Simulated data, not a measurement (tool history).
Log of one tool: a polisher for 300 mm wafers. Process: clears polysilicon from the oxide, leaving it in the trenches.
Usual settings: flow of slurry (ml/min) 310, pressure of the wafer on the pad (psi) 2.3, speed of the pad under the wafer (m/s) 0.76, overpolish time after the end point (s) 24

run	day	flow of slurry (ml/min)	pressure of the wafer on the pad (psi)	speed of the pad under the wafer (m/s)	overpolish time after the end point (s)	wafers since the last listed run	wafers polished on this pad	hours since the slurry nozzle was cleaned	hours since the head pressure was calibrated	incoming thickness of the incoming film, nm	time until the end point was called (s)
1	0	310	2.3	0.76	24	0	1010	216	680.8	572.8	65.7
# day 2.529: slurry nozzle cleaned
2	2.925	310	2.3	0.58	24	973	1984	9.5	751	582.9	77.9
3	5.3	310	2.3	0.76	24	801	2786	66.5	808	570	62.5
4	7.183	310	2.3	0.76	24	635	3421	111.7	853.2	574.4	62.9
# day 8.208: worn pad replaced by a new one
5	8.292	310	2.3	0.76	24	317	27	138.3	879.8	565.7	62
6	9.883	310	2.3	0.76	24	537	565	176.5	918	573.9	65.2
# day 12.088: slurry nozzle cleaned
7	12.354	310	2.3	0.76	24	820	1385	6.4	977.3	564.9	61.3
8	14.821	310	2.3	0.76	24	832	2218	65.6	1036.5	565.4	61.2
9	17.346	310	2.3	0.76	24	852	3070	126.2	1097.1	564.1	62.5
# day 17.633: worn pad replaced by a new one
# day 21.158: slurry nozzle cleaned
10	23.121	345	2.3	0.76	24	1879	1838	47.1	1235.7	564.5	61.1
11	25.729	310	2.3	0.76	24	880	2718	109.7	1298.3	566.6	62.3
# day 26.479: worn pad replaced by a new one
12	28.521	265	1.9	0.6	32	886	688	176.7	1365.3	566.1	89.1
# day 28.733: head pressure recalibrated
13	30.242	310	2.3	0.76	24	552	1241	218	36.2	566.9	64.9
# day 32.621: slurry nozzle cleaned
14	32.846	310	2.3	0.58	16	865	2106	5.4	98.7	564.7	74.7
15	35.025	310	1.7	0.76	11	735	2842	57.7	151	569.1	81

The next listed run, before its measurement:
16	36.471	310	2.6	0.76	18	488	3330	92.4	185.7	567.9	?

{"run 16": {"time until the end point was called (s)": 55.3}}
Without the tool's hidden state the same run would have given time until the end point was called (s) 54.9.
